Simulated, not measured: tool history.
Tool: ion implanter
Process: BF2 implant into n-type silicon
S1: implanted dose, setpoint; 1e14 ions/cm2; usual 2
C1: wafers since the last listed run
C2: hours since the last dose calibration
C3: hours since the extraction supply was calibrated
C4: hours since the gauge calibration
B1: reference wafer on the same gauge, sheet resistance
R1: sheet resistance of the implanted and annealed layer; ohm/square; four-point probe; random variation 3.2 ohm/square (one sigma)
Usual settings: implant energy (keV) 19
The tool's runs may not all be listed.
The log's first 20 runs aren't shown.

run 21 hour=1743.8 | S1=2.22 implant_energy_(keV)=16 | C1=1230 C2=2322.4 C3=3474.8 C4=489.4 | B1=480.12 | R1=540.69
run 22 hour=1801 | S1=1.5 implant_energy_(keV)=19 | C1=969 C2=2379.6 C3=3532 C4=546.6 | B1=479.94 | R1=743.69
-- hour=1821.3 extraction supply calibrated
run 23 hour=1860.8 | S1=2 implant_energy_(keV)=19 | C1=878 C2=2439.4 C3=39.5 C4=606.4 | B1=479.74 | R1=586.1
run 24 hour=1921.6 | S1=2.35 implant_energy_(keV)=15.5 | C1=1030 C2=2500.2 C3=100.3 C4=667.2 | B1=479.95 | R1=514.95
run 25 hour=1966.9 | S1=2 implant_energy_(keV)=19 | C1=768 C2=2545.5 C3=145.6 C4=712.5 | B1=479.66 | R1=580.84
run 26 hour=2003 | S1=2.2 implant_energy_(keV)=23.5 | C1=612 C2=2581.6 C3=181.7 C4=748.6 | B1=480.43 | R1=523.01
-- hour=2043.2 Faraday cup replaced and dose calibrated
run 27 hour=2043.7 | S1=2 implant_energy_(keV)=15 | C1=554 C2=0.5 C3=222.4 C4=789.3 | B1=480.38 | R1=553.58
run 28 hour=2140.6 | S1=1.53 implant_energy_(keV)=23.5 | C1=1642 C2=97.4 C3=319.3 C4=886.2 | B1=479.72 | R1=670.07
run 29 hour=2204.8 | S1=2 implant_energy_(keV)=19 | C1=1088 C2=161.6 C3=383.5 C4=950.4 | B1=480.14 | R1=543.68
run 30 hour=2282.3 | S1=1.57 implant_energy_(keV)=16 | C1=1314 C2=239.1 C3=461 C4=1027.9 | B1=480.16 | R1=684.6
run 31 hour=2370.9 | S1=2 implant_energy_(keV)=19 | C1=1502 C2=327.7 C3=549.6 C4=1116.5 | B1=479.66 | R1=545.76
run 32 hour=2452.6 | S1=2.47 implant_energy_(keV)=23.5 | C1=1385 C2=409.4 C3=631.3 C4=1198.2 | B1=479.95 | R1=450.97

Forecast run 33:
-- hour=2487.8 Faraday cup replaced and dose calibrated, repeated, since the last time left the tool worse
run 33 hour=2544.1 | S1=1.49 implant_energy_(keV)=14.5 | C1=1415 C2=56.3 C3=722.8 C4=1289.7 | B1=? | R1=?

{"run 33": {"B1": 479.75, "R1": 758.2}}
Without the tool's hidden state the same run would have given R1 756.15 ohm/square.

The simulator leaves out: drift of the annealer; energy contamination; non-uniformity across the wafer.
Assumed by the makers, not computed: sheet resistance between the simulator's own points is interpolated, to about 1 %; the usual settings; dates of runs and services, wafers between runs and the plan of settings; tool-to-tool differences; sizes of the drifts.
